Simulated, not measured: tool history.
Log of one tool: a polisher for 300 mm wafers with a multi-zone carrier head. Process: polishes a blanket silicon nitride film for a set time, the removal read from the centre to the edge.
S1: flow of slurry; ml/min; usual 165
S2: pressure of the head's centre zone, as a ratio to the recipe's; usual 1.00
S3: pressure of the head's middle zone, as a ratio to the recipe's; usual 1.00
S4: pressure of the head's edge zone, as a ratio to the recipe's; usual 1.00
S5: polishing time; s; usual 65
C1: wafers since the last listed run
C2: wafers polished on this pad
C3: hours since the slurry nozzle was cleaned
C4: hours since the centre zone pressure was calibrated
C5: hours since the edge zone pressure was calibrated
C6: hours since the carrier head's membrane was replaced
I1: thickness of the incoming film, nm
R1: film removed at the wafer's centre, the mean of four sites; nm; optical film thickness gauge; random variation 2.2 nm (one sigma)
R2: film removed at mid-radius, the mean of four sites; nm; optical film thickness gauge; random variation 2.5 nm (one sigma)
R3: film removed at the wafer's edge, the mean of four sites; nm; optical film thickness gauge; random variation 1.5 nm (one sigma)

run	day	S1	S2	S3	S4	S5	C1	C2	C3	C4	C5	C6	I1	R1	R2	R3
1	0.000	165	1.00	1.00	1.00	65	0	1501	409.5	149.7	633.9	1515.3	746.2	178.5	174.4	175.3
2	1.192	165	1.00	1.00	1.00	65	204	1706	438.1	178.3	662.5	1543.9	761.6	174.7	175.3	178.3
3	2.875	165	1.00	1.00	1.00	65	289	1995	478.5	218.7	702.9	1584.3	758.9	174.4	172.8	174.6
4	3.888	165	1.00	1.00	1.00	65	173	2169	502.8	243.0	727.2	1608.6	764.9	168.9	172.4	173.1
# day 5.029: worn pad replaced by a new one
# day 8.129: slurry nozzle cleaned
5	12.838	165	1.00	1.00	1.00	65	1501	1334	113.0	457.8	942.0	1823.4	765.2	176.9	173.4	181.7
# day 13.100: carrier head's membrane replaced by a new one
6	15.392	165	1.00	1.00	1.00	65	403	1737	174.3	519.1	1003.3	55.0	747.7	174.5	175.1	177.7
# day 16.142: worn pad replaced by a new one
7	18.025	165	1.00	1.00	1.00	65	423	323	237.5	582.3	1066.5	118.2	754.5	179.3	177.3	185.7
8	19.292	165	1.00	1.00	1.00	65	217	541	267.9	612.7	1096.9	148.6	772.9	179.8	182.3	184.9
9	22.154	165	1.00	1.00	1.00	65	491	1033	336.6	681.4	1165.6	217.3	746.5	179.8	179.3	182.5
# day 23.775: edge zone pressure recalibrated
10	24.108	165	1.00	1.00	1.00	65	321	1354	383.5	728.3	8.0	264.2	760.7	174.8	180.5	181.2
11	25.442	105	1.11	1.00	1.00	65	229	1583	415.5	760.3	40.0	296.2	760.1	180.3	162.2	169.9
# day 25.858: centre zone pressure recalibrated
# day 27.262: worn pad replaced by a new one
12	27.283	140	1.06	1.00	1.00	48	273	3	459.7	34.2	84.2	340.4	756.6	141.2	128.2	136.7
13	29.600	165	1.00	1.00	1.00	65	397	401	515.3	89.8	139.8	396.0	753.6	178.0	181.1	185.0
# day 31.067: slurry nozzle cleaned
14	31.188	130	1.10	1.00	1.06	65	265	667	2.9	127.9	177.9	434.1	758.2	196.2	170.9	183.3
15	32.929	165	1.00	0.97	1.04	65	299	966	44.7	169.7	219.7	475.9	756.1	176.4	168.2	187.3
16	34.842	115	1.00	1.00	1.00	48	328	1295	90.6	215.6	265.6	521.8	756.7	122.2	122.8	127.5
# day 37.858: worn pad replaced by a new one
17	37.879	165	1.00	1.00	1.00	65	493	3	163.5	288.5	338.5	594.7	762.6	179.6	180.9	185.5
18	40.121	165	1.00	1.00	1.00	65	385	388	217.3	342.3	392.3	648.5	764.4	186.4	179.2	183.0
19	42.533	210	1.00	0.90	1.00	65	414	802	275.2	400.2	450.2	706.4	755.8	187.4	167.9	185.8
20	44.608	200	1.00	0.92	1.00	65	356	1159	325.0	450.0	500.0	756.2	752.9	179.3	167.9	183.3
21	47.483	165	1.00	1.00	0.91	65	493	1653	394.0	519.0	569.0	825.2	750.9	173.1	168.3	168.3
# day 49.221: worn pad replaced by a new one
22	49.617	105	1.05	1.00	1.00	86	337	68	445.2	570.2	620.2	876.4	764.8	231.8	222.0	235.6
23	51.304	225	1.00	1.05	1.11	44	289	357	485.7	610.7	660.7	916.9	755.9	125.7	130.9	136.1

Forecast each of these 3 alternatives for the next run:
A	51.321	165	1.00	0.95	1.00	65	2	360	486.1	611.1	661.1	917.3	746.7	?	?	?
B	51.321	165	1.11	1.00	1.00	65	2	360	486.1	611.1	661.1	917.3	746.7	?	?	?
C	51.321	165	1.07	1.00	1.00	65	2	360	486.1	611.1	661.1	917.3	746.7	?	?	?

run	R1	R2	R3
A	178.0	170.1	182.3
B	197.8	177.5	182.1
C	190.6	177.5	182.1
Without the tool's hidden state the same runs would have given:
run	R1	R2	R3
A	182.2	174.2	186.6
B	202.5	181.7	186.5
C	195.1	181.8	186.5
